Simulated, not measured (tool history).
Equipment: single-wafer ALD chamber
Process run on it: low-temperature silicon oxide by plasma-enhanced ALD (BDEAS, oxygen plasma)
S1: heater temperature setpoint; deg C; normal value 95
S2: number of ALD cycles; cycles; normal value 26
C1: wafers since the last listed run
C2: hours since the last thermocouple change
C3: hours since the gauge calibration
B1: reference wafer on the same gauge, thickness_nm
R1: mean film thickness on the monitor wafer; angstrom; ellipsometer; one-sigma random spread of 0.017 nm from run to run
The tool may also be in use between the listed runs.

{"run": 1, "hour": 0.0, "S1": 95, "S2": 26, "C1": 0, "C2": 1566.8, "C3": 411.1, "B1": 3.869, "R1": 39.81}
{"run": 2, "hour": 98.8, "S1": 95, "S2": 26, "C1": 599, "C2": 1665.6, "C3": 509.9, "B1": 3.873, "R1": 39.63}
{"run": 3, "hour": 135.6, "S1": 91, "S2": 26, "C1": 223, "C2": 1702.4, "C3": 546.7, "B1": 3.87, "R1": 40.34}
{"run": 4, "hour": 223.2, "S1": 91, "S2": 26, "C1": 531, "C2": 1790.0, "C3": 634.3, "B1": 3.87, "R1": 39.91}
{"hour": 306.2, "done": "thermocouple changed; heater temperature recalibrated"}
{"run": 5, "hour": 319.7, "S1": 95, "S2": 26, "C1": 537, "C2": 13.5, "C3": 730.8, "B1": 3.873, "R1": 40.42}
{"run": 6, "hour": 393.0, "S1": 95, "S2": 24, "C1": 444, "C2": 86.8, "C3": 804.1, "B1": 3.871, "R1": 37.32}
{"run": 7, "hour": 454.1, "S1": 92, "S2": 26, "C1": 370, "C2": 147.9, "C3": 865.2, "B1": 3.87, "R1": 40.65}
{"run": 8, "hour": 501.6, "S1": 92, "S2": 26, "C1": 288, "C2": 195.4, "C3": 912.7, "B1": 3.871, "R1": 41.13}
{"run": 9, "hour": 604.0, "S1": 95, "S2": 26, "C1": 621, "C2": 297.8, "C3": 1015.1, "B1": 3.869, "R1": 40.51}
{"run": 10, "hour": 643.0, "S1": 88, "S2": 26, "C1": 236, "C2": 336.8, "C3": 1054.1, "B1": 3.874, "R1": 41.57}
{"run": 11, "hour": 707.9, "S1": 88, "S2": 26, "C1": 393, "C2": 401.7, "C3": 1119.0, "B1": 3.869, "R1": 41.53}
{"run": 12, "hour": 791.9, "S1": 88, "S2": 26, "C1": 509, "C2": 485.7, "C3": 1203.0, "B1": 3.869, "R1": 41.23}
{"run": 13, "hour": 839.6, "S1": 95, "S2": 23, "C1": 289, "C2": 533.4, "C3": 1250.7, "B1": 3.868, "R1": 35.54}
{"run": 14, "hour": 878.8, "S1": 95, "S2": 23, "C1": 237, "C2": 572.6, "C3": 1289.9, "B1": 3.87, "R1": 35.42}
{"run": 15, "hour": 979.3, "S1": 95, "S2": 23, "C1": 609, "C2": 673.1, "C3": 1390.4, "B1": 3.87, "R1": 35.83}
{"run": 16, "hour": 1023.0, "S1": 95, "S2": 29, "C1": 265, "C2": 716.8, "C3": 1434.1, "B1": 3.869, "R1": 44.47}
{"run": 17, "hour": 1334.0, "S1": 95, "S2": 26, "C1": 1887, "C2": 1027.8, "C3": 1745.1, "B1": 3.871, "R1": 40.26}
{"run": 18, "hour": 1425.3, "S1": 95, "S2": 26, "C1": 554, "C2": 1119.1, "C3": 1836.4, "B1": 3.871, "R1": 39.85}
{"run": 19, "hour": 1463.2, "S1": 95, "S2": 26, "C1": 229, "C2": 1157.0, "C3": 1874.3, "B1": 3.871, "R1": 39.8}
{"run": 20, "hour": 1548.2, "S1": 95, "S2": 26, "C1": 515, "C2": 1242.0, "C3": 1959.3, "B1": 3.869, "R1": 39.86}
{"run": 21, "hour": 1725.3, "S1": 95, "S2": 26, "C1": 1074, "C2": 1419.1, "C3": 2136.4, "B1": 3.87, "R1": 39.81}
{"run": 22, "hour": 1812.7, "S1": 84, "S2": 26, "C1": 530, "C2": 1506.5, "C3": 2223.8, "B1": 3.868, "R1": 41.73}
{"hour": 1875.6, "done": "gauge calibrated"}
{"run": 23, "hour": 1899.9, "S1": 110, "S2": 30, "C1": 529, "C2": 1593.7, "C3": 24.3, "B1": 3.871, "R1": 44.25}
{"run": 24, "hour": 1936.4, "S1": 102, "S2": 22, "C1": 221, "C2": 1630.2, "C3": 60.8, "B1": 3.87, "R1": 33.1}
{"hour": 2029.4, "done": "thermocouple changed; heater temperature recalibrated"}
{"run": 25, "hour": 2029.9, "S1": 95, "S2": 26, "C1": 518, "C2": 0.5, "C3": 154.3, "B1": 3.873, "R1": 40.3}
{"run": 26, "hour": 2097.2, "S1": 108, "S2": 26, "C1": 408, "C2": 67.8, "C3": 221.6, "B1": 3.873, "R1": 38.92}
{"run": 27, "hour": 2186.5, "S1": 95, "S2": 26, "C1": 541, "C2": 157.1, "C3": 310.9, "B1": 3.87, "R1": 40.54}
{"run": 28, "hour": 2229.7, "S1": 103, "S2": 30, "C1": 262, "C2": 200.3, "C3": 354.1, "B1": 3.871, "R1": 45.65}
{"run": 29, "hour": 2313.9, "S1": 80, "S2": 31, "C1": 510, "C2": 284.5, "C3": 438.3, "B1": 3.867, "R1": 51.47}
{"run": 30, "hour": 2353.0, "S1": 95, "S2": 26, "C1": 237, "C2": 323.6, "C3": 477.4, "B1": 3.87, "R1": 40.46}
{"run": 31, "hour": 2450.4, "S1": 102, "S2": 22, "C1": 591, "C2": 421.0, "C3": 574.8, "B1": 3.865, "R1": 33.46}
{"run": 32, "hour": 2527.9, "S1": 95, "S2": 22, "C1": 470, "C2": 498.5, "C3": 652.3, "B1": 3.871, "R1": 34.18}
{"run": 33, "hour": 2627.9, "S1": 80, "S2": 31, "C1": 606, "C2": 598.5, "C3": 752.3, "B1": 3.867, "R1": 50.84}
{"run": 34, "hour": 2695.1, "S1": 104, "S2": 28, "C1": 407, "C2": 665.7, "C3": 819.5, "B1": 3.873, "R1": 42.2}
{"run": 35, "hour": 2734.2, "S1": 103, "S2": 29, "C1": 237, "C2": 704.8, "C3": 858.6, "B1": 3.873, "R1": 44.1}
{"run": 36, "hour": 2771.0, "S1": 95, "S2": 26, "C1": 223, "C2": 741.6, "C3": 895.4, "B1": 3.869, "R1": 40.56}
{"run": 37, "hour": 2861.6, "S1": 105, "S2": 22, "C1": 549, "C2": 832.2, "C3": 986.0, "B1": 3.871, "R1": 33.13}
{"run": 38, "hour": 2947.9, "S1": 95, "S2": 26, "C1": 523, "C2": 918.5, "C3": 1072.3, "B1": 3.869, "R1": 40.42}
{"run": 39, "hour": 2989.3, "S1": 106, "S2": 26, "C1": 251, "C2": 959.9, "C3": 1113.7, "B1": 3.869, "R1": 39.35}
{"run": 40, "hour": 3050.6, "S1": 95, "S2": 26, "C1": 371, "C2": 1021.2, "C3": 1175.0, "B1": 3.87, "R1": 40.04}
{"run": 41, "hour": 3240.7, "S1": 103, "S2": 21, "C1": 1153, "C2": 1211.3, "C3": 1365.1, "B1": 3.875, "R1": 31.63}
{"run": 42, "hour": 3324.5, "S1": 83, "S2": 23, "C1": 508, "C2": 1295.1, "C3": 1448.9, "B1": 3.871, "R1": 37.37}
{"run": 43, "hour": 3393.9, "S1": 99, "S2": 21, "C1": 421, "C2": 1364.5, "C3": 1518.3, "B1": 3.869, "R1": 31.95}
{"run": 44, "hour": 3499.0, "S1": 88, "S2": 26, "C1": 637, "C2": 1469.6, "C3": 1623.4, "B1": 3.868, "R1": 41.01}
{"run": 45, "hour": 3589.5, "S1": 101, "S2": 26, "C1": 549, "C2": 1560.1, "C3": 1713.9, "B1": 3.87, "R1": 39.23}

Had the tool no unlogged condition, and each run kept its random variation, what would the results have been?
Hidden conditions of the tool in this case: wafer temperature above the value expected at the setpoint (K); gauge reads high (%).
run=1 R1=40.62
run=2 R1=40.49
run=3 R1=41.40
run=4 R1=41.06
run=5 R1=40.42
run=6 R1=37.33
run=7 R1=40.67
run=8 R1=41.15
run=9 R1=40.54
run=10 R1=41.61
run=11 R1=41.59
run=12 R1=41.31
run=13 R1=35.63
run=14 R1=35.52
run=15 R1=35.97
run=16 R1=44.67
run=17 R1=40.61
run=18 R1=40.27
run=19 R1=40.24
run=20 R1=40.37
run=21 R1=40.48
run=22 R1=42.49
run=23 R1=44.73
run=24 R1=33.47
run=25 R1=40.35
run=26 R1=38.95
run=27 R1=40.60
run=28 R1=45.69
run=29 R1=51.56
run=30 R1=40.55
run=31 R1=33.51
run=32 R1=34.29
run=33 R1=51.04
run=34 R1=42.30
run=35 R1=44.22
run=36 R1=40.79
run=37 R1=33.24
run=38 R1=40.75
run=39 R1=39.52
run=40 R1=40.43
run=41 R1=31.85
run=42 R1=37.91
run=43 R1=32.25
run=44 R1=41.77
run=45 R1=39.66

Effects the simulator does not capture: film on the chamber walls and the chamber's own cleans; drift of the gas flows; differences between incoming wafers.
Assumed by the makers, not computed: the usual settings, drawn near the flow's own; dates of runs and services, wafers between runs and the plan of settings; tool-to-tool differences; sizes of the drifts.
